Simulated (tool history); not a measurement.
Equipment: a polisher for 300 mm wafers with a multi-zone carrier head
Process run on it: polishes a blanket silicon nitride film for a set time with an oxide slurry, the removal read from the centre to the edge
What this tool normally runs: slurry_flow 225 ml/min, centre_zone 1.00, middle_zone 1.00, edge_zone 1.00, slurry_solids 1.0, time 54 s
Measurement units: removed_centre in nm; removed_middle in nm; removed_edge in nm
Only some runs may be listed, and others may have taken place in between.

run     day  slurry_flow  centre_zone  middle_zone  edge_zone  slurry_solids  time  wafers since the last listed run  wafers polished on this pad  hours since the slurry nozzle was cleaned  hours since the centre zone pressure was calibrated  hours since the edge zone pressure was calibrated  hours since the carrier head's membrane was replaced  incoming thickness of the incoming film, nm  removed_centre  removed_middle  removed_edge
  1   0.000          225         1.00         1.00       1.00            1.0    36                                 0                         2942                                      523.0                                                 57.3                                              512.1                                                  78.6                                        258.6            29.0            29.3          30.6
  2   1.775          225         1.00         1.00       1.00            1.0    54                               489                         3431                                      565.6                                                 99.9                                              554.7                                                 121.2                                        263.4            43.6            44.1          45.0
      2.479  -- slurry nozzle cleaned
  3   5.529          180         1.05         1.03       1.00            1.0    65                              1023                         4454                                       73.2                                                190.0                                              644.8                                                 211.3                                        261.8            54.9            54.1          55.5
  4   8.067          225         1.05         1.05       1.00            0.9    54                               699                         5154                                      134.1                                                250.9                                              705.7                                                 272.2                                        259.9            44.8            45.8          43.5
  5  10.488          225         1.00         1.00       1.00            1.0    54                               667                         5821                                      192.2                                                309.0                                              763.8                                                 330.3                                        262.0            44.6            44.7          44.3
     10.904  -- worn pad replaced by a new one
  6  13.962          290         1.07         0.95       1.00            1.0    54                               912                          843                                      275.6                                                392.4                                              847.2                                                 413.7                                        262.0            48.1            43.7          44.8
     14.046  -- edge zone pressure recalibrated
  7  16.162          200         1.00         1.09       1.00            1.0    54                               583                         1426                                      328.4                                                445.2                                               50.8                                                 466.5                                        259.0            43.1            47.1          45.2
  8  18.917          225         1.00         1.00       1.00            1.0    54                               759                         2186                                      394.5                                                511.3                                              116.9                                                 532.6                                        260.8            42.6            44.3          45.2
  9  22.850          225         1.00         0.96       1.00            1.0    71                              1084                         3270                                      488.9                                                605.7                                              211.3                                                 627.0                                        259.2            55.3            56.3          57.8
 10  27.212          150         0.96         1.00       1.11            1.1    54                              1202                         4473                                      593.6                                                710.4                                              316.0                                                 731.7                                        261.9            40.0            43.8          47.2
     28.046  -- slurry nozzle cleaned
     29.192  -- carrier head's membrane replaced by a new one
 11  29.212          225         1.00         1.00       0.89            1.0    54                               482                         4955                                       28.0                                                758.4                                              364.0                                                   0.5                                        256.1            43.7            46.0          43.2
 12  32.212          225         1.00         1.00       1.00            1.0    54                               827                         5782                                      100.0                                                830.4                                              436.0                                                  72.5                                        255.0            42.3            45.6          46.6
 13  36.033          225         0.89         1.00       1.00            1.1    54                              1053                         6836                                      191.7                                                922.1                                              527.7                                                 164.2                                        255.9            38.3            46.3          45.6
     37.854  -- worn pad replaced by a new one
 14  39.954          225         0.93         1.00       1.00            1.0    54                              1034                          579                                      285.8                                               1016.2                                              621.8                                                 258.3                                        260.7            37.0            44.4          44.8
     40.692  -- centre zone pressure recalibrated
 15  42.475          225         1.00         0.89       1.00            1.0    54                               671                         1251                                      346.3                                                 42.8                                              682.3                                                 318.8                                        263.1            44.5            40.8          45.9
 16  45.300          225         1.00         0.92       1.00            1.0    54                               778                         2030                                      414.1                                                110.6                                              750.1                                                 386.6                                        266.0            42.7            41.0          44.7
     46.296  -- edge zone pressure recalibrated
 17  47.688          225         1.00         1.00       1.00            1.0    54                               635                         2665                                      471.4                                                167.9                                               33.4                                                 443.9                                        263.8            44.0            44.3          45.0
 18  50.175          255         1.00         0.94       1.00            1.0    41                               685                         3351                                      531.1                                                227.6                                               93.1                                                 503.6                                        259.6            34.7            32.1          34.2
 19  53.350          225         1.00         1.00       1.00            1.0    54                               875                         4226                                      607.3                                                303.8                                              169.3                                                 579.8                                        258.2            42.8            44.9          44.4
     54.554  -- slurry nozzle cleaned
 20  56.208          225         1.00         1.00       1.00            1.0    54                               776                         5003                                       39.7                                                372.4                                              237.9                                                 648.4                                        260.8            45.7            45.8          47.1
 21  58.825          225         1.00         0.90       0.90            0.8    59                               721                         5724                                      102.5                                                435.2                                              300.7                                                 711.2                                        259.7            45.6            41.8          43.7

The tool's hidden state at each run:
removal rate lost through wear of the pad, %: 0 in every run
deviation of the edge zone's pressure from its setpoint, %: 0 in every run
H1: slurry flow missing at the pad, %
H2: deviation of the centre zone's pressure from its setpoint, %
run    H1      H2
  1    42   -1.11
  2  42.5   -1.17
  3  18.4   -1.41
  4  26.2   -1.65
  5  31.7   -1.94
  6  37.1   -2.46
  7  39.6   -2.86
  8  41.8   -3.43
  9  43.9   -4.37
 10  45.3   -5.61
 11  6.65   -6.24
 12  17.9   -7.26
 13  27.4    -8.7
 14  33.4   -10.3
 15    36  -0.431
 16  38.1  -0.524
 17  39.4  -0.667
 18  40.4  -0.878
 19  41.2   -1.24
 20   8.3   -1.66
 21  17.8   -2.11
